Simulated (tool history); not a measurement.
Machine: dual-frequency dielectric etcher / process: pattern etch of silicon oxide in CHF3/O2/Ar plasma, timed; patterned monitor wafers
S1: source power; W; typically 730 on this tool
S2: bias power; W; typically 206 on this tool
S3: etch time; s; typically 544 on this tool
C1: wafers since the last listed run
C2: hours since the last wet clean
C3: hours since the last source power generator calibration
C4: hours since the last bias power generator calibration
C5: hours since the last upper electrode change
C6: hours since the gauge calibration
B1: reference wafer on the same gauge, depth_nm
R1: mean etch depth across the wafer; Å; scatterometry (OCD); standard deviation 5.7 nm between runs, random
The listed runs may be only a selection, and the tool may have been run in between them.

run    hour   S1   S2     S3   C1     C2      C3      C4      C5      C6      B1     R1
  1       0  730  206    544    0  422.9  2866.8  1479.2  1634.4   702.3  1121.7  13272
  2    58.2  730  206    544  213  481.1    2925  1537.4  1692.6   760.5  1120.4  13226
  3   113.1  730  206    544  201    536  2979.9  1592.3  1747.5   815.4  1120.4  13309
        172  -- wet clean of the chamber
  4   177.6  730  206    544  148    5.6  3044.4  1656.8    1812   879.9  1118.5  12934
  5   211.7  730  206    544  125   39.7  3078.5  1690.9  1846.1     914  1119.2  13087
  6   282.8  730  206    544  261  110.8  3149.6    1762  1917.2   985.1  1119.1  13123
  7   338.8  730  180    544  205  166.8  3205.6    1818  1973.2  1041.1  1119.3  12338
  8   384.9  730  180    544  169  212.9  3251.7  1864.1  2019.3  1087.2  1119.8  12259
  9   412.6  730  206    544  101  240.6  3279.4  1891.8    2047  1114.9  1122.1  13252
 10   458.6  680  206    544  168  286.6  3325.4  1937.8    2093  1160.9  1121.4  12794
 11   530.3  730  206    544  263  358.3  3397.1  2009.5  2164.7  1232.6    1120  13226
 12   588.6  730  206    544  214  416.6  3455.4  2067.8    2223  1290.9  1120.3  13339
      631.3  -- gauge calibrated
 13   636.8  610  206  635.5  176  464.8  3503.6    2116  2271.2     5.5  1119.4  14251
 14     667  730  206    544  110    495  3533.8  2146.2  2301.4    35.7  1119.1  13381
      701.7  -- wet clean of the chamber
 15   724.2  810  164    665  121   22.5    3591  2203.4  2358.6    92.9  1120.9  14956
      746.7  -- source power generator calibrated
 16   794.7  880  244    696  244     93      48  2273.9  2429.1   163.4  1119.3  19705
 17   853.3  860  233  621.5  215  151.6   106.6  2332.5  2487.7     222  1120.2  17250
 18   916.5  730  206    544  232  214.8   169.8  2395.7  2550.9   285.2  1120.2  13125
      921.7  -- bias power generator calibrated
      942.1  -- upper electrode replaced
 19   954.7  890  187    544   50    253     208      33    12.6   323.4  1120.1  14086
 20   980.1  730  206    544   93  278.4   233.4    58.4      38   348.8    1121  13343
 21  1027.5  780  225    397  174  325.8   280.8   105.8    85.4   396.2  1118.7  10453
 22  1065.8  820  164    652  140  364.1   319.1   144.1   123.7   434.5  1121.5  15246
 23  1113.5  610  206    544  175  411.8   366.8   191.8   171.4   482.2  1118.7  12349
 24  1161.1  800  154  390.5  174  459.4   414.4   239.4     219   529.8  1121.4   8717
 25  1194.4  610  206    544  122  492.7   447.7   272.7   252.3   563.1  1120.9  12220
     1235.9  -- wet clean of the chamber
 26  1236.4  730  206    544   66    0.5   489.7   314.7   294.3   605.1  1119.5  13163
 27  1286.3  730  226    681  183   50.4   539.6   364.6   344.2     655  1118.5  17550
 28  1334.8  730  250    433  178   98.9   588.1   413.1   392.7   703.5  1120.9  11584
 29  1383.8  870  238  705.5  179  147.9   637.1   462.1   441.7   752.5  1119.9  20103
 30  1413.3  730  224    544  108  177.4   666.6   491.6   471.2     782  1120.9  13844

Hidden state or all else? Some run-to-run changes of R1, split into what the settings, what came in and random variation would give without the hidden state, and what is left for the hidden state (with any gauge scatter that isn't in both results):
Hidden conditions of the tool in this case: etch rate over this chamber's usual, %; source power that arrives over what is set, %; bias power that arrives over what is set, %; gauge reads high (%).
Run 3 -> 4: wet clean of the chamber. R1 -375 Å: hidden state -246, all else -129.
Run 14 -> 15: S1 730 -> 810, S2 206 -> 164, S3 544 -> 665, wet clean of the chamber. R1 +1575 Å: hidden state -335, all else +1910.
Run 18 -> 19: S1 730 -> 890, S2 206 -> 187, bias power generator calibrated, upper electrode replaced. R1 +961 Å: hidden state +305, all else +656.
Run 27 -> 28: S2 226 -> 250, S3 681 -> 433. R1 -5966 Å: hidden state +72, all else -6038.
Run 28 -> 29: S1 730 -> 870, S2 250 -> 238, S3 433 -> 705.5. R1 +8519 Å: hidden state -56, all else +8575.
Run 29 -> 30: S1 870 -> 730, S2 238 -> 224, S3 705.5 -> 544. R1 -6259 Å: hidden state +63, all else -6322.
